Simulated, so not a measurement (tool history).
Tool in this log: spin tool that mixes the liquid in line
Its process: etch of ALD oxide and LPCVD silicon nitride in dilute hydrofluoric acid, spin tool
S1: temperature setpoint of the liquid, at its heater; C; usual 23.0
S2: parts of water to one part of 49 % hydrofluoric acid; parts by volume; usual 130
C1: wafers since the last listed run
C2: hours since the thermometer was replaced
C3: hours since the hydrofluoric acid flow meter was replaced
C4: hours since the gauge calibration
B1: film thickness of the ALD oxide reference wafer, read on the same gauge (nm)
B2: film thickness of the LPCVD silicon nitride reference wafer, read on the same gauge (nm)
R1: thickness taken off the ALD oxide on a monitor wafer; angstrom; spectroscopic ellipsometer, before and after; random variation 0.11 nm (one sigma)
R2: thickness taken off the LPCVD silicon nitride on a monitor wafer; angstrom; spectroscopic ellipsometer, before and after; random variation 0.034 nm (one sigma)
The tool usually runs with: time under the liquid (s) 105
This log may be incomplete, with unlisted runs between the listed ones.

run 1 hour=0.0 | S1=23.0 S2=95 time_under_the_liquid_(s)=105 | C1=0 C2=2908.1 C3=567.1 C4=250.3 | B1=59.99 B2=59.970 | R1=231.9 R2=4.84
run 2 hour=6.6 | S1=23.0 S2=155 time_under_the_liquid_(s)=150 | C1=79 C2=2914.7 C3=573.7 C4=256.9 | B1=60.03 B2=60.013 | R1=190.0 R2=5.15
run 3 hour=14.7 | S1=23.0 S2=155 time_under_the_liquid_(s)=150 | C1=97 C2=2922.8 C3=581.8 C4=265.0 | B1=60.02 B2=59.992 | R1=191.7 R2=4.66
run 4 hour=29.7 | S1=23.0 S2=155 time_under_the_liquid_(s)=150 | C1=180 C2=2937.8 C3=596.8 C4=280.0 | B1=59.98 B2=60.000 | R1=188.9 R2=4.63
run 5 hour=36.4 | S1=23.0 S2=130 time_under_the_liquid_(s)=105 | C1=80 C2=2944.5 C3=603.5 C4=286.7 | B1=59.99 B2=60.014 | R1=162.7 R2=3.97
run 6 hour=51.9 | S1=23.0 S2=130 time_under_the_liquid_(s)=105 | C1=186 C2=2960.0 C3=619.0 C4=302.2 | B1=60.00 B2=60.018 | R1=162.6 R2=4.22
run 7 hour=65.5 | S1=23.0 S2=130 time_under_the_liquid_(s)=105 | C1=164 C2=2973.6 C3=632.6 C4=315.8 | B1=60.04 B2=59.999 | R1=163.8 R2=3.40
run 8 hour=73.3 | S1=23.0 S2=130 time_under_the_liquid_(s)=105 | C1=94 C2=2981.4 C3=640.4 C4=323.6 | B1=60.00 B2=59.971 | R1=164.5 R2=3.98
run 9 hour=82.5 | S1=23.0 S2=130 time_under_the_liquid_(s)=105 | C1=110 C2=2990.6 C3=649.6 C4=332.8 | B1=59.97 B2=59.985 | R1=165.9 R2=3.59
run 10 hour=108.3 | S1=20.5 S2=130 time_under_the_liquid_(s)=120 | C1=311 C2=3016.4 C3=675.4 C4=358.6 | B1=60.00 B2=60.002 | R1=170.0 R2=3.79
run 11 hour=115.3 | S1=20.5 S2=130 time_under_the_liquid_(s)=120 | C1=84 C2=3023.4 C3=682.4 C4=365.6 | B1=60.03 B2=59.965 | R1=170.2 R2=3.87
-- hour=126.6 thermometer replaced
run 12 hour=128.0 | S1=20.5 S2=130 time_under_the_liquid_(s)=120 | C1=141 C2=1.4 C3=695.1 C4=378.3 | B1=60.00 B2=59.985 | R1=170.4 R2=4.07
run 13 hour=135.8 | S1=21.5 S2=100 time_under_the_liquid_(s)=140 | C1=94 C2=9.2 C3=702.9 C4=386.1 | B1=60.01 B2=59.997 | R1=279.0 R2=5.62
-- hour=142.1 gauge calibrated
run 14 hour=148.4 | S1=23.0 S2=155 time_under_the_liquid_(s)=150 | C1=151 C2=21.8 C3=715.5 C4=6.3 | B1=59.98 B2=60.009 | R1=193.0 R2=5.19
-- hour=152.8 hydrofluoric acid flow meter replaced
run 15 hour=166.4 | S1=19.0 S2=130 time_under_the_liquid_(s)=150 | C1=205 C2=39.8 C3=13.6 C4=24.3 | B1=60.00 B2=60.003 | R1=182.6 R2=3.97
run 16 hour=174.4 | S1=23.0 S2=65 time_under_the_liquid_(s)=155 | C1=96 C2=47.8 C3=21.6 C4=32.3 | B1=60.01 B2=59.995 | R1=483.5 R2=9.74
run 17 hour=187.7 | S1=26.0 S2=180 time_under_the_liquid_(s)=80 | C1=160 C2=61.1 C3=34.9 C4=45.6 | B1=60.06 B2=59.995 | R1=86.8 R2=2.51
run 18 hour=199.6 | S1=23.0 S2=130 time_under_the_liquid_(s)=105 | C1=143 C2=73.0 C3=46.8 C4=57.5 | B1=60.01 B2=60.040 | R1=151.2 R2=3.43
run 19 hour=210.3 | S1=23.0 S2=130 time_under_the_liquid_(s)=80 | C1=129 C2=83.7 C3=57.5 C4=68.2 | B1=60.00 B2=59.975 | R1=114.7 R2=2.72
run 20 hour=223.7 | S1=23.0 S2=130 time_under_the_liquid_(s)=105 | C1=161 C2=97.1 C3=70.9 C4=81.6 | B1=60.01 B2=60.005 | R1=150.4 R2=3.58
run 21 hour=239.5 | S1=21.5 S2=130 time_under_the_liquid_(s)=105 | C1=190 C2=112.9 C3=86.7 C4=97.4 | B1=60.05 B2=59.991 | R1=141.8 R2=3.25
run 22 hour=253.6 | S1=25.0 S2=160 time_under_the_liquid_(s)=85 | C1=170 C2=127.0 C3=100.8 C4=111.5 | B1=60.03 B2=59.996 | R1=102.9 R2=2.70
run 23 hour=269.1 | S1=19.5 S2=190 time_under_the_liquid_(s)=150 | C1=186 C2=142.5 C3=116.3 C4=127.0 | B1=60.01 B2=59.999 | R1=122.2 R2=3.02
run 24 hour=276.1 | S1=23.0 S2=95 time_under_the_liquid_(s)=105 | C1=84 C2=149.5 C3=123.3 C4=134.0 | B1=59.99 B2=60.000 | R1=217.4 R2=5.54
run 25 hour=293.6 | S1=25.0 S2=95 time_under_the_liquid_(s)=55 | C1=211 C2=167.0 C3=140.8 C4=151.5 | B1=60.02 B2=60.007 | R1=122.8 R2=3.03
run 26 hour=301.6 | S1=23.0 S2=130 time_under_the_liquid_(s)=105 | C1=96 C2=175.0 C3=148.8 C4=159.5 | B1=59.99 B2=60.007 | R1=151.3 R2=2.94
run 27 hour=314.8 | S1=23.0 S2=80 time_under_the_liquid_(s)=105 | C1=159 C2=188.2 C3=162.0 C4=172.7 | B1=60.00 B2=59.981 | R1=265.8 R2=5.94

Below are 3 alternative next runs, each starting from the tool's condition after run 27. Predict each:
run A hour=315.2 | S1=25.0 S2=130 time_under_the_liquid_(s)=105 | C1=4 C2=188.6 C3=162.4 C4=173.1 | B1=? B2=? | R1=? R2=?
run B hour=315.2 | S1=23.0 S2=190 time_under_the_liquid_(s)=65 | C1=4 C2=188.6 C3=162.4 C4=173.1 | B1=? B2=? | R1=? R2=?
run C hour=315.2 | S1=18.0 S2=160 time_under_the_liquid_(s)=50 | C1=4 C2=188.6 C3=162.4 C4=173.1 | B1=? B2=? | R1=? R2=?

run=A B1=59.96 B2=60.007 R1=165.1 R2=4.23
run=B B1=59.96 B2=60.007 R1=60.7 R2=1.58
run=C B1=59.96 B2=60.007 R1=46.9 R2=1.03
Stripped of hidden state, with their random variation kept, the same runs would have yielded:
run=A R1=158.2 R2=4.08
run=B R1=58.0 R2=1.52
run=C R1=45.0 R2=1.00
